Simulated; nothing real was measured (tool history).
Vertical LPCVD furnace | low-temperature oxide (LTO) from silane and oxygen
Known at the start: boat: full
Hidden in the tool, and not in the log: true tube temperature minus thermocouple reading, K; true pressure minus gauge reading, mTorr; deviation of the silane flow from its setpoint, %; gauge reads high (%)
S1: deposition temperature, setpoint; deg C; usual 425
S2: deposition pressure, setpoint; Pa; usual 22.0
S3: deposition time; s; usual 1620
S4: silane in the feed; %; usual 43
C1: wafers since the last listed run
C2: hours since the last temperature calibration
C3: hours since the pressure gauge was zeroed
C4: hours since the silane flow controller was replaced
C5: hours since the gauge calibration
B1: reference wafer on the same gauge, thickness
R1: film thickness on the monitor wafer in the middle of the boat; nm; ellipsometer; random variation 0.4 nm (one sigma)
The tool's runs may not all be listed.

run,hour,S1,S2,S3,S4,C1,C2,C3,C4,C5,B1,R1
1,0.0,425,22.0,1740,43,0,1266.3,1763.3,6758.2,51.7,295.96,308.09
2,16.3,425,22.0,1740,43,316,1282.6,1779.6,6774.5,68.0,295.86,308.32
3,40.0,425,22.0,1620,43,459,1306.3,1803.3,6798.2,91.7,296.00,287.40
4,61.6,425,22.0,1620,43,418,1327.9,1824.9,6819.8,113.3,296.09,288.82
5,75.8,425,22.0,1620,43,275,1342.1,1839.1,6834.0,127.5,295.97,287.66
# hour 112.4: thermocouples replaced and temperature profile calibrated
6,112.9,425,22.0,1620,43,254,0.5,1876.2,6871.1,164.6,295.97,279.12
7,116.9,418,22.0,1620,43,77,4.5,1880.2,6875.1,168.6,295.95,260.70
8,126.6,425,18.0,1620,43,188,14.2,1889.9,6884.8,178.3,295.88,230.68
9,144.3,425,22.0,1620,43,343,31.9,1907.6,6902.5,196.0,295.92,279.88
10,158.6,422,22.0,2100,50,277,46.2,1921.9,6916.8,210.3,295.96,401.98
# hour 177.0: gauge calibrated
# hour 185.5: silane flow controller replaced
# hour 234.3: pressure gauge zeroed
11,258.2,431,19.3,1620,43,1000,145.8,23.9,72.7,81.2,295.85,249.93
12,277.6,414,24.7,2250,43,376,165.2,43.3,92.1,100.6,295.85,375.08
13,310.7,425,22.0,1620,43,641,198.3,76.4,125.2,133.7,295.86,268.75
14,326.9,417,19.3,1080,36,314,214.5,92.6,141.4,149.9,295.94,118.64

The same runs without the tool's hidden state, with the same run-to-run variation:
run,R1
1,288.69
2,288.63
3,268.66
4,269.63
5,268.31
6,268.41
7,250.67
8,219.93
9,268.96
10,386.20
11,250.18
12,375.03
13,268.55
14,118.49

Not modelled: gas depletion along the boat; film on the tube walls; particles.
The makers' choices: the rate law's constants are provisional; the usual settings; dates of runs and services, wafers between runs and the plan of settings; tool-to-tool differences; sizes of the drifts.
